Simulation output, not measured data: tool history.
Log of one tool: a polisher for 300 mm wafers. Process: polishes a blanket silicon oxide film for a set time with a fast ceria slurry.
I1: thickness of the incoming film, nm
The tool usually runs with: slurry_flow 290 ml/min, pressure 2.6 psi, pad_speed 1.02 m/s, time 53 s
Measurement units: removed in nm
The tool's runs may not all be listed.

Run 1, hour 0: usual settings; I1 2285.7. Result: removed 782.6 nm.
Run 2, hour 7.1: usual settings; I1 2312.8. Result: removed 784 nm.
Run 3, hour 23.2: usual settings; I1 2283. Result: removed 769.4 nm.
Run 4, hour 34: usual settings; I1 2272.1. Result: removed 759.8 nm.
At hour 43.9: worn pad replaced by a new one.
Run 5, hour 44.4: usual settings; I1 2292.1. Result: removed 837.1 nm.
Run 6, hour 60.9: usual settings but slurry_flow 310 ml/min; I1 2236.8. Result: removed 826.8 nm.
Run 7, hour 72.6: usual settings but slurry_flow 310 ml/min; I1 2265.5. Result: removed 828.3 nm.
Run 8, hour 87.5: usual settings but slurry_flow 310 ml/min; I1 2272. Result: removed 808.6 nm.
Run 9, hour 98.3: usual settings; I1 2264.2. Result: removed 794.3 nm.
Run 10, hour 106.6: usual settings but pad_speed 0.78 m/s; I1 2251.5. Result: removed 625.7 nm.
Run 11, hour 124.3: usual settings but pad_speed 0.78 m/s; I1 2282.9. Result: removed 619.8 nm.
At hour 132.1: slurry nozzle cleaned.
Run 12, hour 132.6: usual settings but slurry_flow 375 ml/min, pressure 2 psi, pad_speed 1.22 m/s, time 65 s; I1 2283.3. Result: removed 868.1 nm.
At hour 151.2: worn pad replaced by a new one.
Run 13, hour 151.7: usual settings but slurry_flow 205 ml/min, pressure 2.2 psi, pad_speed 1.14 m/s; I1 2288.8. Result: removed 750.7 nm.
Run 14, hour 165.4: usual settings but slurry_flow 220 ml/min, pressure 2.1 psi, pad_speed 0.92 m/s; I1 2269. Result: removed 592.8 nm.
Run 15, hour 182: usual settings but slurry_flow 355 ml/min; I1 2259.2. Result: removed 827.4 nm.
At hour 191.4: head pressure recalibrated.
Run 16, hour 192.3: usual settings but slurry_flow 310 ml/min; I1 2280.7. Result: removed 817.7 nm.
Run 17, hour 205.2: usual settings but slurry_flow 210 ml/min, pressure 3.4 psi, pad_speed 1.22 m/s, time 62 s; I1 2278.9. Result: removed 1379.7 nm.
Run 18, hour 212.5: usual settings but slurry_flow 385 ml/min, pressure 2.2 psi, pad_speed 1.26 m/s, time 58 s; I1 2224. Result: removed 892.4 nm.
Run 19, hour 222.5: usual settings but slurry_flow 250 ml/min; I1 2295.3. Result: removed 773.8 nm.
Run 20, hour 235.6: usual settings but slurry_flow 375 ml/min, pressure 3.2 psi, pad_speed 1.28 m/s, time 65 s; I1 2272.5. Result: removed 1438.8 nm.
Run 21, hour 242.6: usual settings but slurry_flow 335 ml/min; I1 2306. Result: removed 773 nm.
Run 22, hour 251.1: usual settings; I1 2265.4. Result: removed 774.6 nm.

Each run again, without the hidden state but with its own random variation kept:
Hidden state present: removal rate lost through wear of the pad, %; slurry flow missing at the pad, %; deviation of the head's pressure from its setpoint, %.
run  removed
  1    839.1
  2    845.4
  3    840.5
  4    837.3
  5      841
  6      841
  7      850
  8    839.4
  9    831.4
 10    659.2
 11    662.2
 12    933.5
 13      752
 14    599.9
 15      848
 16    844.7
 17   1439.4
 18    936.3
 19    818.2
 20   1537.2
 21    830.5
 22    837.9
